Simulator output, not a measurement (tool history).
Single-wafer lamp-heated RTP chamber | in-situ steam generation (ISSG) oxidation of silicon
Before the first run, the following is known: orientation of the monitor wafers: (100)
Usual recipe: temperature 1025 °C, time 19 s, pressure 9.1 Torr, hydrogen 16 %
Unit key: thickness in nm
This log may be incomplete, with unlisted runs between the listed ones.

run	day	temperature	time	pressure	hydrogen	wafers since the last listed run	wafers since the last pyrometer calibration	hours since the pressure gauge was zeroed	hours since the hydrogen flow controller was replaced	hours since the gauge calibration	read-back reference wafer on the same gauge, thickness	thickness
1	0	1025	19	9.1	16	0	2409	1456.7	3959	789	4.854	5.629
2	0.667	1025	19	9.1	16	183	2592	1472.7	3975	805	4.847	5.638
3	1.808	1025	19	9.1	16	313	2906	1500.1	4002.4	832.4	4.847	5.654
4	2.517	1025	19	9.1	16	194	3101	1517.1	4019.4	849.4	4.847	5.639
5	3.267	1025	19	9.1	16	206	3307	1535.1	4037.4	867.4	4.844	5.682
6	4.179	1025	19	8.3	16	250	3558	1557	4059.3	889.3	4.845	5.726
# day 5.85: pyrometer window cleaned and pyrometer calibrated
7	5.871	1025	19	8.3	16	373	5	1597.6	4099.9	929.9	4.851	5.543
# day 6.396: pressure gauge zeroed
8	6.833	1014	19	9.1	16	172	178	10.5	4123	953	4.855	5.271
9	7.979	1014	19	9.1	16	314	493	38	4150.5	980.5	4.854	5.301
10	9.146	1014	19	9.1	16	320	814	66	4178.5	1008.5	4.857	5.287
11	10.288	1025	22	9.1	16	313	1127	93.4	4205.9	1035.9	4.852	5.978
# day 10.817: hydrogen flow controller replaced
# day 11.238: gauge calibrated
12	11.488	1025	26	9.1	11	238	1366	122.2	16.1	6	4.84	6.036
13	14.762	1036	26	8.1	16	900	2266	200.8	94.7	84.6	4.861	6.997
14	15.488	1036	26	8.1	16	199	2465	218.2	112.1	102	4.854	7.089
15	16.588	1006	12	9.1	16	302	2767	244.6	138.5	128.4	4.853	4.211
16	17.55	1025	19	9.1	16	264	3032	267.7	161.6	151.5	4.848	5.615
17	18.179	1025	19	9.1	16	172	3205	282.8	176.7	166.6	4.859	5.626
18	19.383	1025	19	9.1	16	330	3536	311.7	205.6	195.5	4.852	5.692
19	20.779	1025	19	9.1	16	383	3920	345.2	239.1	229	4.846	5.745
# day 21.758: pyrometer window cleaned and pyrometer calibrated
20	21.779	1015	25	9.1	16	183	6	369.2	263.1	253	4.859	6.11
21	22.746	1008	23	10	16	265	271	392.4	286.3	276.2	4.831	5.605
22	23.379	1042	16	9.1	16	174	445	407.6	301.5	291.4	4.866	5.526
23	25.708	1025	19	9.1	16	640	1086	463.5	357.4	347.3	4.842	5.571
24	26.517	1025	19	8.5	16	222	1308	482.9	376.8	366.7	4.846	5.574
25	27.421	1007	25	8	12	248	1556	504.6	398.5	388.4	4.851	5.539
26	28.675	1025	19	9.1	20	344	1901	534.7	428.6	418.5	4.865	5.821
27	29.292	1025	25	9.5	16	169	2071	549.5	443.4	433.3	4.838	6.401
28	30.579	1007	23	8.1	11	353	2424	580.4	474.3	464.2	4.856	5.266
29	31.983	1025	23	8.4	11	385	2810	614.1	508	497.9	4.846	5.761
30	33.042	1025	19	9.1	16	290	3101	639.5	533.4	523.3	4.849	5.647
31	34.417	1025	19	9.1	16	377	3479	672.5	566.4	556.3	4.856	5.664

Take each entry between the runs: how does the hidden state at the last listed run before it differ from the hidden state at the first listed run after it?
In the gap between runs 6 and 7: pyrometer window cleaned and pyrometer calibrated (day 5.85)
  true wafer temperature minus pyrometer reading, K: 6.83 -> 0.874
  the result without the hidden state subtracted from the measured one, thickness: +0.184 -> +0.022 nm
In the gap between runs 7 and 8: pressure gauge zeroed (day 6.396)
  true wafer temperature minus pyrometer reading, K: 0.874 -> 0.907
  the result without the hidden state subtracted from the measured one, thickness: +0.022 -> +0.021 nm
In the gap between runs 11 and 12: hydrogen flow controller replaced (day 10.817); gauge calibrated (day 11.238)
  true wafer temperature minus pyrometer reading, K: 1.55 -> 1.97
  the result without the hidden state subtracted from the measured one, thickness: +0.045 -> +0.059 nm
In the gap between runs 19 and 20: pyrometer window cleaned and pyrometer calibrated (day 21.758)
  true wafer temperature minus pyrometer reading, K: 8.57 -> 1.31
  the result without the hidden state subtracted from the measured one, thickness: +0.232 -> +0.037 nm
